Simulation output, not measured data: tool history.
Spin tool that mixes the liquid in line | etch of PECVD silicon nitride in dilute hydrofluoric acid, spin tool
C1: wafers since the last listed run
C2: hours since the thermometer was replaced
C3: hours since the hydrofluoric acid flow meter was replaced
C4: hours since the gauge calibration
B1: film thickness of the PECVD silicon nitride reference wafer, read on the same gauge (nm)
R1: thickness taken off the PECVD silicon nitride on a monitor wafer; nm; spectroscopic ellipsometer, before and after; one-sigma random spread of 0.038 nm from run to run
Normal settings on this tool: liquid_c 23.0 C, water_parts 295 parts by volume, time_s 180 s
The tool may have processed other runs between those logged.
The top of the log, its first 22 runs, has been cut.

run 23 hour=741.1 | liquid_c=23.0 water_parts=215 time_s=180 | C1=91 C2=448.5 C3=263.9 C4=691.8 | B1=130.020 | R1=1.654
run 24 hour=756.8 | liquid_c=18.5 water_parts=245 time_s=180 | C1=104 C2=464.2 C3=279.6 C4=707.5 | B1=130.021 | R1=1.008
run 25 hour=841.5 | liquid_c=18.5 water_parts=195 time_s=120 | C1=562 C2=548.9 C3=364.3 C4=792.2 | B1=130.022 | R1=0.861
run 26 hour=854.4 | liquid_c=23.0 water_parts=295 time_s=180 | C1=85 C2=561.8 C3=377.2 C4=805.1 | B1=129.992 | R1=1.151
run 27 hour=873.5 | liquid_c=23.0 water_parts=295 time_s=180 | C1=126 C2=580.9 C3=396.3 C4=824.2 | B1=129.975 | R1=1.156
run 28 hour=892.8 | liquid_c=23.0 water_parts=385 time_s=270 | C1=128 C2=600.2 C3=415.6 C4=843.5 | B1=129.998 | R1=1.352
run 29 hour=906.0 | liquid_c=23.0 water_parts=295 time_s=140 | C1=87 C2=613.4 C3=428.8 C4=856.7 | B1=129.998 | R1=0.906
-- hour=922.1 thermometer replaced
run 30 hour=932.4 | liquid_c=25.0 water_parts=295 time_s=280 | C1=168 C2=10.3 C3=455.2 C4=883.1 | B1=130.000 | R1=2.253
run 31 hour=947.5 | liquid_c=23.0 water_parts=160 time_s=180 | C1=100 C2=25.4 C3=470.3 C4=898.2 | B1=130.015 | R1=2.262

What will run 32 give?
run 32 hour=967.8 | liquid_c=18.5 water_parts=440 time_s=230 | C1=134 C2=45.7 C3=490.6 C4=918.5 | B1=? | R1=?

{"run 32": {"B1": 129.98, "R1": 0.828}}
Without the tool's hidden state the same run would have given R1 0.862 nm.

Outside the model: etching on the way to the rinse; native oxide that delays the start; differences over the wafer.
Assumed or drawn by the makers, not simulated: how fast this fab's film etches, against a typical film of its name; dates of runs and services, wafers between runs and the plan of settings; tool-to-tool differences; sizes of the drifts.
